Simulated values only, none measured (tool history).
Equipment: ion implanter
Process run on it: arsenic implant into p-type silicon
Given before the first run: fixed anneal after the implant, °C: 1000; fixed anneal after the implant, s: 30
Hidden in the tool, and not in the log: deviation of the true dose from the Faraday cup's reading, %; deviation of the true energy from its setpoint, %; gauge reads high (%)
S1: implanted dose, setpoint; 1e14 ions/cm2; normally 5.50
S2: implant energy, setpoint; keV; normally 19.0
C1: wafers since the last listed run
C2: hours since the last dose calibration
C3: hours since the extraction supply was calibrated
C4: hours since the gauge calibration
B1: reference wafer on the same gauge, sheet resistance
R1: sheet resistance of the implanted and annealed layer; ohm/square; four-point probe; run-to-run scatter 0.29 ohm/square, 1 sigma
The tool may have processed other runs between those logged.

{"run": 1, "hour": 0.0, "S1": 5.5, "S2": 19.0, "C1": 0, "C2": 761.5, "C3": 1661.7, "C4": 288.3, "B1": 168.98, "R1": 189.44}
{"run": 2, "hour": 7.0, "S1": 5.5, "S2": 19.0, "C1": 119, "C2": 768.5, "C3": 1668.7, "C4": 295.3, "B1": 168.9, "R1": 188.74}
{"run": 3, "hour": 27.6, "S1": 5.5, "S2": 19.0, "C1": 352, "C2": 789.1, "C3": 1689.3, "C4": 315.9, "B1": 168.93, "R1": 188.75}
{"run": 4, "hour": 38.6, "S1": 5.5, "S2": 19.0, "C1": 188, "C2": 800.1, "C3": 1700.3, "C4": 326.9, "B1": 169.01, "R1": 188.5}
{"run": 5, "hour": 49.6, "S1": 5.5, "S2": 19.0, "C1": 188, "C2": 811.1, "C3": 1711.3, "C4": 337.9, "B1": 169.0, "R1": 188.39}
{"run": 6, "hour": 63.1, "S1": 5.5, "S2": 19.0, "C1": 230, "C2": 824.6, "C3": 1724.8, "C4": 351.4, "B1": 168.98, "R1": 188.42}
{"run": 7, "hour": 77.6, "S1": 5.5, "S2": 19.0, "C1": 247, "C2": 839.1, "C3": 1739.3, "C4": 365.9, "B1": 169.04, "R1": 187.89}
{"run": 8, "hour": 92.4, "S1": 5.5, "S2": 19.0, "C1": 252, "C2": 853.9, "C3": 1754.1, "C4": 380.7, "B1": 168.97, "R1": 188.55}
{"run": 9, "hour": 108.2, "S1": 5.5, "S2": 19.0, "C1": 270, "C2": 869.7, "C3": 1769.9, "C4": 396.5, "B1": 168.98, "R1": 187.49}
{"run": 10, "hour": 118.0, "S1": 5.5, "S2": 19.0, "C1": 167, "C2": 879.5, "C3": 1779.7, "C4": 406.3, "B1": 168.92, "R1": 187.97}
{"run": 11, "hour": 124.4, "S1": 5.5, "S2": 15.0, "C1": 109, "C2": 885.9, "C3": 1786.1, "C4": 412.7, "B1": 168.93, "R1": 194.35}
{"hour": 124.7, "done": "gauge calibrated"}
{"run": 12, "hour": 134.8, "S1": 5.5, "S2": 15.0, "C1": 177, "C2": 896.3, "C3": 1796.5, "C4": 10.1, "B1": 168.96, "R1": 194.12}
{"run": 13, "hour": 150.1, "S1": 5.5, "S2": 15.0, "C1": 261, "C2": 911.6, "C3": 1811.8, "C4": 25.4, "B1": 168.99, "R1": 193.34}
{"run": 14, "hour": 158.1, "S1": 5.5, "S2": 19.0, "C1": 136, "C2": 919.6, "C3": 1819.8, "C4": 33.4, "B1": 169.02, "R1": 187.66}
{"run": 15, "hour": 167.0, "S1": 6.43, "S2": 25.0, "C1": 152, "C2": 928.5, "C3": 1828.7, "C4": 42.3, "B1": 168.97, "R1": 160.89}
{"run": 16, "hour": 183.4, "S1": 4.46, "S2": 23.5, "C1": 280, "C2": 944.9, "C3": 1845.1, "C4": 58.7, "B1": 168.94, "R1": 213.18}
{"hour": 194.7, "done": "Faraday cup replaced and dose calibrated"}
{"hour": 198.9, "done": "extraction supply calibrated"}
{"run": 17, "hour": 199.4, "S1": 4.7, "S2": 17.0, "C1": 64, "C2": 4.7, "C3": 0.5, "C4": 74.7, "B1": 168.98, "R1": 222.06}
{"run": 18, "hour": 202.2, "S1": 4.33, "S2": 16.0, "C1": 47, "C2": 7.5, "C3": 3.3, "C4": 77.5, "B1": 168.94, "R1": 237.89}
{"run": 19, "hour": 217.0, "S1": 6.62, "S2": 19.0, "C1": 252, "C2": 22.3, "C3": 18.1, "C4": 92.3, "B1": 169.1, "R1": 170.68}
{"run": 20, "hour": 224.5, "S1": 5.5, "S2": 19.0, "C1": 128, "C2": 29.8, "C3": 25.6, "C4": 99.8, "B1": 168.98, "R1": 195.61}
{"run": 21, "hour": 239.4, "S1": 4.79, "S2": 14.0, "C1": 254, "C2": 44.7, "C3": 40.5, "C4": 114.7, "B1": 168.94, "R1": 223.83}
{"run": 22, "hour": 255.4, "S1": 5.93, "S2": 23.0, "C1": 273, "C2": 60.7, "C3": 56.5, "C4": 130.7, "B1": 169.04, "R1": 179.38}
{"run": 23, "hour": 265.6, "S1": 5.5, "S2": 19.0, "C1": 174, "C2": 70.9, "C3": 66.7, "C4": 140.9, "B1": 168.95, "R1": 194.45}
{"run": 24, "hour": 278.7, "S1": 6.75, "S2": 19.0, "C1": 223, "C2": 84.0, "C3": 79.8, "C4": 154.0, "B1": 169.0, "R1": 168.22}

Expected results for the next run?
{"run": 25, "hour": 288.3, "S1": 5.5, "S2": 19.0, "C1": 164, "C2": 93.6, "C3": 89.4, "C4": 163.6, "B1": "?", "R1": "?"}

Run 25 came out at B1 168.94, R1 194.56 ohm/square.
The same run, on a tool lacking any hidden state, would have yielded R1 194.92 ohm/square.

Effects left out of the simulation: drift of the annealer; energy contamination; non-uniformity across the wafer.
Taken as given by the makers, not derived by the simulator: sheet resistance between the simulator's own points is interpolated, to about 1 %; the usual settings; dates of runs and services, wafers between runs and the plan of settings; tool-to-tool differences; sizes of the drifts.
